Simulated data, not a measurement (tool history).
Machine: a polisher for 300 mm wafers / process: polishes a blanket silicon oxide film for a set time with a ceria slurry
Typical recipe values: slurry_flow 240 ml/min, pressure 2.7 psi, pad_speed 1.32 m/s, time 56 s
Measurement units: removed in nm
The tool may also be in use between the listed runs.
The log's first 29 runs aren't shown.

run	hour	slurry_flow	pressure	pad_speed	time	incoming thickness of the incoming film, nm	removed
30	459.9	265	2.1	1.58	56	793.2	226.3
31	496	165	2.4	1.62	56	785.9	234.6
32	508.5	240	3.3	1.58	74	779.1	410.7
# hour 522.2: worn pad replaced by a new one
33	526.3	170	2	1.7	56	781.7	224.9
34	537.4	240	2.7	1.32	56	780.8	229
35	544.8	315	2.7	1.56	56	785.5	278.9
36	561.9	240	2.7	1.32	66	785.1	267.5
37	578.7	240	2.7	1.32	56	788.2	226.9
38	587	170	2.4	1.18	67	800.1	209

Predict each of these 3 candidate next runs independently; none follows another, all start after run 38:
A	587.4	240	2.7	1.32	56	794.4	?
B	587.4	270	2.7	1.64	62	794.4	?
C	587.4	240	2.1	1.32	40	794.4	?

run	removed
A	226.4
B	315.6
C	134.2
Take away the tool's hidden state, keep each run's random variation, and the runs would have read:
run	removed
A	229
B	319.3
C	135.7
